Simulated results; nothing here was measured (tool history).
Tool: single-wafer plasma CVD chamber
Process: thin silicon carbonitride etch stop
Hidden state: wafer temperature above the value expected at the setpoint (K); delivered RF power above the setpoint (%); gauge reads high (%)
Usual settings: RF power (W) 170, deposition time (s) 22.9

run    hour  RF power (W)  deposition time (s)  wafers since the last listed run  hours since the last thermocouple change  hours since the last RF generator calibration  hours since the showerhead was replaced  hours since the gauge calibration  read-back reference wafer on the same gauge, thickness_nm  mean film thickness on the monitor wafer (nm)
  1     0.0           170                 20.0                                 0                                    1205.6                                         1456.2                                   4960.6                              645.0                                                     11.997                                          9.629
  2    78.6           170                 20.0                              1668                                    1284.2                                         1534.8                                   5039.2                              723.6                                                     12.018                                          9.634
  3   131.3           180                 22.9                              1118                                    1336.9                                         1587.5                                   5091.9                              776.3                                                     12.006                                         11.296
  4   200.8           180                 22.9                              1475                                    1406.4                                         1657.0                                   5161.4                              845.8                                                     11.984                                         11.264
      225.8  -- thermocouple changed; heater temperature recalibrated
  5   252.8           180                 22.9                               934                                      27.0                                         1709.0                                   5213.4                              897.8                                                     11.983                                         11.247
  6   337.8           170                 22.9                              1804                                     112.0                                         1794.0                                   5298.4                              982.8                                                     12.004                                         10.981
  7   442.0           170                 22.9                              2212                                     216.2                                         1898.2                                   5402.6                             1087.0                                                     11.999                                         10.988
  8   541.7           170                 22.9                              2116                                     315.9                                         1997.9                                   5502.3                             1186.7                                                     12.010                                         11.032
  9   629.3           170                 22.9                              1859                                     403.5                                         2085.5                                   5589.9                             1274.3                                                     12.004                                         11.004
 10   713.8           170                 22.9                              1794                                     488.0                                         2170.0                                   5674.4                             1358.8                                                     12.010                                         11.040
 11   801.5           170                 22.9                              1861                                     575.7                                         2257.7                                   5762.1                             1446.5                                                     12.012                                         11.025
      811.5  -- RF generator calibrated
      847.7  -- showerhead replaced
 12   848.9           170                 22.9                               666                                     623.1                                           37.4                                      1.2                             1493.9                                                     11.994                                         11.061
 13   994.4           170                 22.9                              3089                                     768.6                                          182.9                                    146.7                             1639.4                                                     11.986                                         11.021
 14  1079.8           190                 21.3                              1813                                     854.0                                          268.3                                    232.1                             1724.8                                                     11.998                                         10.736
 15  1176.4           195                 21.3                              2050                                     950.6                                          364.9                                    328.7                             1821.4                                                     12.000                                         10.824
 16  1274.4           145                 20.8                              2080                                    1048.6                                          462.9                                    426.7                             1919.4                                                     12.002                                          9.347
 17  1346.2           140                 18.6                              1524                                    1120.4                                          534.7                                    498.5                             1991.2                                                     11.986                                          8.236
 18  1382.2           170                 22.9                               764                                    1156.4                                          570.7                                    534.5                             2027.2                                                     11.991                                         10.963
 19  1448.8           190                 24.7                              1413                                    1223.0                                          637.3                                    601.1                             2093.8                                                     11.995                                         12.409
 20  1521.5           170                 26.5                              1543                                    1295.7                                          710.0                                    673.8                             2166.5                                                     11.989                                         12.804
     1578.9  -- gauge calibrated
     1606.1  -- thermocouple changed; heater temperature recalibrated
 21  1616.5           155                 19.5                              1847                                      10.4                                          805.0                                    768.8                               37.6                                                     11.996                                          9.040
 22  1817.5           140                 22.9                              4267                                     211.4                                         1006.0                                    969.8                              238.6                                                     12.018                                         10.159
 23  1923.3           170                 22.9                              2246                                     317.2                                         1111.8                                   1075.6                              344.4                                                     12.008                                         11.045
 24  2015.0           170                 22.9                              1946                                     408.9                                         1203.5                                   1167.3                              436.1                                                     12.026                                         10.997
 25  2070.8           200                 20.6                              1184                                     464.7                                         1259.3                                   1223.1                              491.9                                                     11.997                                         10.613
 26  2123.0           170                 22.9                              1108                                     516.9                                         1311.5                                   1275.3                              544.1                                                     11.994                                         11.001

Forecast each of these 5 alternatives for the next run:
  A  2123.4           170                 22.9                                 8                                     517.3                                         1311.9                                   1275.7                              544.5                                                          ?                                              ?
  B  2123.4           180                 26.3                                 8                                     517.3                                         1311.9                                   1275.7                              544.5                                                          ?                                              ?
  C  2123.4           155                 18.5                                 8                                     517.3                                         1311.9                                   1275.7                              544.5                                                          ?                                              ?
  D  2123.4           190                 26.6                                 8                                     517.3                                         1311.9                                   1275.7                              544.5                                                          ?                                              ?
  E  2123.4           170                 24.5                                 8                                     517.3                                         1311.9                                   1275.7                              544.5                                                          ?                                              ?

run  read-back reference wafer on the same gauge, thickness_nm  mean film thickness on the monitor wafer (nm)
  A                                                     12.000                                         11.036
  B                                                     12.000                                         12.980
  C                                                     12.000                                          8.568
  D                                                     12.000                                         13.421
  E                                                     12.000                                         11.807
Without the tool's hidden state the same runs would have given:
run  mean film thickness on the monitor wafer (nm)
  A                                         11.036
  B                                         12.980
  C                                          8.568
  D                                         13.421
  E                                         11.807

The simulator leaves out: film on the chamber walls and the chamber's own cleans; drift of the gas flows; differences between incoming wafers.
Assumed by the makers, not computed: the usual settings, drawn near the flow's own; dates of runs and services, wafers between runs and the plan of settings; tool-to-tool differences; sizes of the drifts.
